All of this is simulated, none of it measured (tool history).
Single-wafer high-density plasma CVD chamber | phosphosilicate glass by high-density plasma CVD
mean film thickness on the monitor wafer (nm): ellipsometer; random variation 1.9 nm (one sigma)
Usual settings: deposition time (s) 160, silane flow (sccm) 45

run	hour	deposition time (s)	silane flow (sccm)	wafers since the last listed run	hours since the silane flow controller was replaced	hours since the gauge calibration	read-back reference wafer on the same gauge, thickness_nm	mean film thickness on the monitor wafer (nm)
1	0.0	185	45	0	2541.4	694.8	636.119	869.409
2	41.1	185	45	417	2582.5	735.9	635.850	870.337
3	78.3	160	45	377	2619.7	773.1	635.283	752.722
4	143.3	160	45	660	2684.7	838.1	636.033	752.662
5	192.6	160	45	500	2734.0	887.4	636.717	758.109
6	235.7	160	48	437	2777.1	930.5	635.827	785.074
7	299.8	183	45	651	2841.2	994.6	635.788	864.068
8	365.7	183	45	669	2907.1	1060.5	635.848	859.230
9	432.0	178	48	673	2973.4	1126.8	635.743	874.248
# hour 463.1: gauge calibrated
10	482.4	178	48	512	3023.8	19.3	636.338	878.852
11	523.3	160	45	415	3064.7	60.2	635.976	755.797
12	577.8	160	45	553	3119.2	114.7	635.618	753.397
# hour 624.2: silane flow controller replaced
13	632.4	172	48	473	8.2	169.3	636.385	808.704
14	665.9	144	53	340	41.7	202.8	636.030	731.325
15	726.3	160	45	613	102.1	263.2	635.514	727.803
16	758.9	160	45	331	134.7	295.8	635.990	724.238
17	822.6	160	45	647	198.4	359.5	636.221	729.337
18	867.9	146	45	460	243.7	404.8	636.045	663.153
19	916.1	160	45	489	291.9	453.0	635.859	732.888
20	946.6	186	51	309	322.4	483.5	636.129	924.260
21	1001.5	160	45	557	377.3	538.4	636.093	727.208
22	1063.6	190	50	630	439.4	600.5	636.020	934.629
23	1097.7	184	40	346	473.5	634.6	635.877	782.791

Run 24 comes next. What will it give?
24	1166.6	160	51	699	542.4	703.5	?	?

read-back reference wafer on the same gauge, thickness_nm: 635.729
mean film thickness on the monitor wafer (nm): 801.097
Without the tool's hidden state the same run would have given mean film thickness on the monitor wafer (nm) 788.773.
